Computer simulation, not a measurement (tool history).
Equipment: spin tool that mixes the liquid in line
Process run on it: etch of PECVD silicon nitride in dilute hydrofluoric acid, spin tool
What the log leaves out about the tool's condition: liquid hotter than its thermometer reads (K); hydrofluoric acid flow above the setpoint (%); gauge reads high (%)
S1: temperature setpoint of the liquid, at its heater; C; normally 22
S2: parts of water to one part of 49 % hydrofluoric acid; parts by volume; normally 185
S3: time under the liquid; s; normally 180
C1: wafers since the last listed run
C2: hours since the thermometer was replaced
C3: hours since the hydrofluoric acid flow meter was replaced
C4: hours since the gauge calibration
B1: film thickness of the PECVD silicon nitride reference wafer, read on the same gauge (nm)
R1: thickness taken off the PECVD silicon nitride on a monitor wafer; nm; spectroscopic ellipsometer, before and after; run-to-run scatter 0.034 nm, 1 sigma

Run 1, hour 0: usual settings; C1 0; C2 857.5; C3 1916; C4 376.6; B1 118.485. Result: R1 3.811 nm.
Run 2, hour 25.4: usual settings but S2 125 parts by volume; C1 170; C2 882.9; C3 1941.4; C4 402; B1 118.312. Result: R1 5.578 nm.
Run 3, hour 51.3: usual settings but S2 125 parts by volume; C1 173; C2 908.8; C3 1967.3; C4 427.9; B1 118.17. Result: R1 5.601 nm.
Run 4, hour 80: usual settings; C1 192; C2 937.5; C3 1996; C4 456.6; B1 118.067. Result: R1 3.82 nm.
Run 5, hour 114.1: usual settings; C1 228; C2 971.6; C3 2030.1; C4 490.7; B1 117.889. Result: R1 3.818 nm.
Run 6, hour 135.2: usual settings; C1 141; C2 992.7; C3 2051.2; C4 511.8; B1 117.759. Result: R1 3.818 nm.
Run 7, hour 166.6: usual settings; C1 210; C2 1024.1; C3 2082.6; C4 543.2; B1 117.591. Result: R1 3.809 nm.
Run 8, hour 196.7: usual settings but S2 220 parts by volume; C1 201; C2 1054.2; C3 2112.7; C4 573.3; B1 117.502. Result: R1 3.213 nm.
Run 9, hour 226.9: usual settings but S2 255 parts by volume; C1 202; C2 1084.4; C3 2142.9; C4 603.5; B1 117.301. Result: R1 2.813 nm.
Run 10, hour 249: usual settings; C1 148; C2 1106.5; C3 2165; C4 625.6; B1 117.182. Result: R1 3.816 nm.
Run 11, hour 283.5: usual settings but S2 115 parts by volume; C1 231; C2 1141; C3 2199.5; C4 660.1; B1 117.056. Result: R1 6.06 nm.
Run 12, hour 301.9: usual settings; C1 123; C2 1159.4; C3 2217.9; C4 678.5; B1 116.988. Result: R1 3.752 nm.
At hour 317.6: hydrofluoric acid flow meter replaced.
Run 13, hour 326.3: usual settings; C1 156; C2 1183.8; C3 8.7; C4 702.9; B1 116.84. Result: R1 3.698 nm.
Run 14, hour 338.5: usual settings; C1 81; C2 1196; C3 20.9; C4 715.1; B1 116.788. Result: R1 3.78 nm.
Run 15, hour 357.5: usual settings but S2 220 parts by volume, S3 135 s; C1 127; C2 1215; C3 39.9; C4 734.1; B1 116.719. Result: R1 2.364 nm.
Run 16, hour 382: usual settings but S1 19.5 C, S2 215 parts by volume, S3 265 s; C1 164; C2 1239.5; C3 64.4; C4 758.6; B1 116.633. Result: R1 3.985 nm.
Run 17, hour 399.1: usual settings but S2 265 parts by volume, S3 95 s; C1 114; C2 1256.6; C3 81.5; C4 775.7; B1 116.518. Result: R1 1.395 nm.
Run 18, hour 429.6: usual settings; C1 204; C2 1287.1; C3 112; C4 806.2; B1 116.34. Result: R1 3.745 nm.
Run 19, hour 461.2: usual settings but S2 125 parts by volume; C1 212; C2 1318.7; C3 143.6; C4 837.8; B1 116.188. Result: R1 5.567 nm.
Run 20, hour 549.4: usual settings; C1 591; C2 1406.9; C3 231.8; C4 926; B1 115.805. Result: R1 3.744 nm.
At hour 569.8: gauge calibrated.
Run 21, hour 571.5: usual settings but S1 18 C, S2 260 parts by volume, S3 120 s; C1 148; C2 1429; C3 253.9; C4 1.7; B1 119.354. Result: R1 1.411 nm.
Run 22, hour 597: usual settings but S3 285 s; C1 171; C2 1454.5; C3 279.4; C4 27.2; B1 119.232. Result: R1 6.072 nm.
At hour 620.4: thermometer replaced.
Run 23, hour 620.9: usual settings but S1 23.5 C, S2 105 parts by volume, S3 85 s; C1 153; C2 0.5; C3 303.3; C4 51.1; B1 119.109. Result: R1 3.529 nm.
Run 24, hour 641.6: usual settings but S2 140 parts by volume; C1 138; C2 21.2; C3 324; C4 71.8; B1 119.034. Result: R1 4.955 nm.
Run 25, hour 660.3: usual settings; C1 125; C2 39.9; C3 342.7; C4 90.5; B1 118.893. Result: R1 3.813 nm.
Run 26, hour 684.9: usual settings; C1 165; C2 64.5; C3 367.3; C4 115.1; B1 118.825. Result: R1 3.805 nm.
Run 27, hour 704.9: usual settings but S1 20 C, S2 220 parts by volume, S3 85 s; C1 134; C2 84.5; C3 387.3; C4 135.1; B1 118.705. Result: R1 1.339 nm.
Run 28, hour 728.6: usual settings but S1 26.5 C, S2 150 parts by volume, S3 260 s; C1 159; C2 108.2; C3 411; C4 158.8; B1 118.584. Result: R1 9.046 nm.
Run 29, hour 751.5: usual settings but S1 23.5 C; C1 153; C2 131.1; C3 433.9; C4 181.7; B1 118.476. Result: R1 4.187 nm.
Run 30, hour 776.4: usual settings; C1 167; C2 156; C3 458.8; C4 206.6; B1 118.371. Result: R1 3.791 nm.
Run 31, hour 804.1: usual settings but S3 225 s; C1 185; C2 183.7; C3 486.5; C4 234.3; B1 118.237. Result: R1 4.724 nm.
Run 32, hour 823.8: usual settings but S1 19.5 C, S3 280 s; C1 132; C2 203.4; C3 506.2; C4 254; B1 118.137. Result: R1 5.044 nm.

For some of the steps in R1 from one run to the next: how much would appear even if the tool had no hidden state, given the settings, what came in and random variation, and how much remains for the hidden state plus any gauge scatter that the measured result and the result without hidden state don't share?
Run 17 -> 18: S2 265 -> 185, S3 95 -> 180. R1 +2.35 nm: hidden state -0.075, all else +2.425.
Run 20 -> 21: S1 22 -> 18, S2 185 -> 260, S3 180 -> 120, gauge calibrated. R1 -2.333 nm: hidden state +0.128, all else -2.461.
Run 21 -> 22: S1 18 -> 22, S2 260 -> 185, S3 120 -> 285. R1 +4.661 nm: hidden state -0.031, all else +4.692.
Run 27 -> 28: S1 20 -> 26.5, S2 220 -> 150, S3 85 -> 260. R1 +7.707 nm: hidden state -0.092, all else +7.799.
Run 28 -> 29: S1 26.5 -> 23.5, S2 150 -> 185, S3 260 -> 180. R1 -4.859 nm: hidden state +0.053, all else -4.912.

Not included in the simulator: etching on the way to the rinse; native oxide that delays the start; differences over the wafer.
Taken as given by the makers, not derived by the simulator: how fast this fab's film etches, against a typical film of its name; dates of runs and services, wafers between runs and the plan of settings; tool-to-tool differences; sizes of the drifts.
